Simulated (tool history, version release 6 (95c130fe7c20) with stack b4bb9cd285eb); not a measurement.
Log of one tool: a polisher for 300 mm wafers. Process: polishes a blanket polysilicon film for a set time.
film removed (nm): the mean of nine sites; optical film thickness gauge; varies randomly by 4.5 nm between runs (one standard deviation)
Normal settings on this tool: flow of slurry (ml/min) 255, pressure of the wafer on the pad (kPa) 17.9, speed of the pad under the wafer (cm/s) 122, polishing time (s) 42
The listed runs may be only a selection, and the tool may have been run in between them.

run,hour,flow of slurry (ml/min),pressure of the wafer on the pad (kPa),speed of the pad under the wafer (cm/s),polishing time (s),wafers since the last listed run,wafers polished on this pad,hours since the slurry nozzle was cleaned,hours since the head pressure was calibrated,"incoming thickness of the incoming film, nm",film removed (nm)
1,0,255,17.9,102,42,0,487,448.2,1211.8,1118.3,256.7
# hour 22.1: slurry nozzle cleaned
2,79.5,255,17.9,102,42,804,1292,57.4,1291.3,1129.8,257.1
3,128.5,255,17.9,122,42,502,1794,106.4,1340.3,1095.4,298.8
4,174.5,255,17.9,122,42,471,2266,152.4,1386.3,1116.7,304.4
5,248.6,255,17.9,122,42,759,3026,226.5,1460.4,1110.6,303.9
6,318.1,255,20.7,122,42,712,3738,296,1529.9,1109.2,331.1
# hour 389.6: head pressure recalibrated
# hour 494.5: worn pad replaced by a new one
# hour 606.3: slurry nozzle cleaned
7,608.6,255,20.7,122,42,2906,1159,2.3,219,1098.1,376.7
8,690.4,255,17.9,122,42,838,1998,84.1,300.8,1089.5,315.9
9,765.3,255,17.9,122,42,767,2766,159,375.7,1097.5,316.6
10,856.1,195,17.9,122,42,930,3697,249.8,466.5,1098.9,310.2
11,948.4,195,17.9,122,42,946,4643,342.1,558.8,1100.1,307.9
# hour 1038.7: worn pad replaced by a new one
12,1046,255,17.9,96,42,959,74,439.7,656.4,1113,249.7
13,1142.3,255,17.9,96,42,987,1061,536,752.7,1118.2,244.7
# hour 1146.3: slurry nozzle cleaned
14,1210.8,255,15.9,122,50,692,1754,64.5,821.2,1100.2,328.8
15,1256.3,255,17.9,122,51,466,2220,110,866.7,1110.5,377.1
16,1335.7,255,17.9,122,51,814,3034,189.4,946.1,1098.4,367.1
17,1423.6,255,17.9,122,42,901,3935,277.3,1034,1114.9,307.3
18,1470.6,255,20.7,122,42,481,4417,324.3,1081,1087.5,344.6
# hour 1489.2: worn pad replaced by a new one
19,1520.1,255,17.9,96,42,466,316,373.8,1130.5,1113.8,241.3
20,1575.7,255,17.9,134,56,570,886,429.4,1186.1,1100.6,427.5
# hour 1655.4: slurry nozzle cleaned
21,1655.9,255,17.9,160,50,811,1698,0.5,1266.3,1108.5,463.4
22,1709.3,285,17.9,104,54,547,2246,53.9,1319.7,1115.7,321.3
23,1786.2,255,17.9,96,42,788,3034,130.8,1396.6,1115.9,223.4
24,1888.7,255,17.9,156,42,1050,4085,233.3,1499.1,1106.8,360.7
25,1925.9,255,17.9,122,42,381,4466,270.5,1536.3,1084.5,267.7
# hour 1977.8: head pressure recalibrated
26,2016.4,225,17.9,84,56,907,5374,361,38.6,1115.9,290.2
27,2073.2,210,14.5,108,42,582,5956,417.8,95.4,1090,225.1
# hour 2082.3: worn pad replaced by a new one
# hour 2148.5: slurry nozzle cleaned
28,2162.7,255,22.1,122,42,866,814,14.2,184.9,1103.9,392
29,2260.8,255,17.9,110,42,1005,1819,112.3,283,1102.4,288.9
30,2365.9,215,21.4,142,32,1077,2897,217.4,388.1,1124.7,332.7
31,2419.8,255,17.9,122,42,552,3449,271.3,442,1125.4,312.5
32,2492.9,255,14.5,122,48,749,4199,344.4,515.1,1115.6,303.5
33,2572.9,255,17.9,122,33,820,5019,424.4,595.1,1119.7,248.2
# hour 2577.7: worn pad replaced by a new one
34,2627,255,23.4,84,29,513,505,478.5,649.2,1126.3,200.1

Each run again, without the hidden state but with its own random variation kept:
Hidden conditions of the tool in this case: removal rate lost through wear of the pad, %; slurry flow missing at the pad, %; deviation of the head's pressure from its setpoint, %.
run,film removed (nm)
1,272.1
2,276.2
3,323.7
4,332.5
5,336.8
6,372.2
7,380.7
8,320.2
9,321.9
10,316.9
11,316.5
12,258.5
13,255.6
14,345.8
15,398.6
16,391.7
17,331.7
18,374.5
19,264.2
20,472
21,518.6
22,363.1
23,256.2
24,422.4
25,316
26,293.4
27,227.7
28,397.2
29,293.5
30,339.5
31,319.9
32,312
33,256.7
34,207.8

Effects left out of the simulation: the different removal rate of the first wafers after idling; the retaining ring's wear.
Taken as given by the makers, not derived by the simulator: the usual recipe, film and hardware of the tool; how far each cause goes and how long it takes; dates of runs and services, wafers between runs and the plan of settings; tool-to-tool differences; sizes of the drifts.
